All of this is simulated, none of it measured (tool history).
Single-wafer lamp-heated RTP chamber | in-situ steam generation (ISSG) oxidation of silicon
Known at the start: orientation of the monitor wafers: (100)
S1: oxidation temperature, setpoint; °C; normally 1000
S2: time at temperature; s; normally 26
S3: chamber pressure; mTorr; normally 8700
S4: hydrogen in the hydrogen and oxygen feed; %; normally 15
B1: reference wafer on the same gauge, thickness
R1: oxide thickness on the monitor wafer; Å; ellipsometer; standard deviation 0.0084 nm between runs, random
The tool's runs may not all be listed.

run,day,S1,S2,S3,S4,B1,R1
1,0,1000,30,8700,15,4.762,61.08
2,1.862,1000,30,8700,15,4.761,61.03
3,3.562,1000,26,8700,15,4.763,56.72
# day 5.946: pyrometer window cleaned and pyrometer calibrated
4,5.967,1000,26,8700,15,4.759,55.94
5,8.217,1000,26,8700,15,4.762,56.16
6,10.2,1000,26,8700,15,4.76,56.25
7,12.604,1000,26,8700,19,4.758,59.36
8,13.771,1000,26,8700,19,4.76,59.33
# day 16.242: pressure gauge zeroed
9,16.725,1000,26,8700,19,4.761,59.36
10,19.608,1000,26,8700,15,4.762,56.57
# day 20.104: gauge calibrated
11,21.312,1000,26,8700,15,4.762,56.53
12,22.562,1000,26,8700,15,4.762,56.64
13,25.483,1000,26,8000,15,4.759,56.66
# day 27.112: hydrogen flow controller replaced
14,28.2,1000,26,7500,22,4.76,61.83
15,30.804,1014,26,8700,24,4.764,66.96
16,31.938,1000,26,10100,12,4.758,53.35
# day 33.133: pyrometer window cleaned and pyrometer calibrated
17,34.612,1000,22,9900,15,4.756,50.84
18,35.892,1000,26,8700,15,4.761,56
19,37.462,1000,26,8700,15,4.762,56.13
20,39.812,1007,26,8700,23,4.762,63.6
21,41.538,1019,19,7600,18,4.762,54.69
22,43.45,1000,26,8700,19,4.759,59.24
23,44.762,1000,17,9700,21,4.761,48.72

Each row is a separate what-if for the run after 23, all from the same tool condition, not one after another. Results?
A,44.779,1000,26,8700,15,?,?
B,44.779,984,26,8700,15,?,?
C,44.779,1000,26,8300,15,?,?

run,B1,R1
A,4.759,56.22
B,4.759,52.56
C,4.759,56.32
What these runs would have given with no unlogged condition in the tool:
run,R1
A,55.54
B,51.98
C,55.63
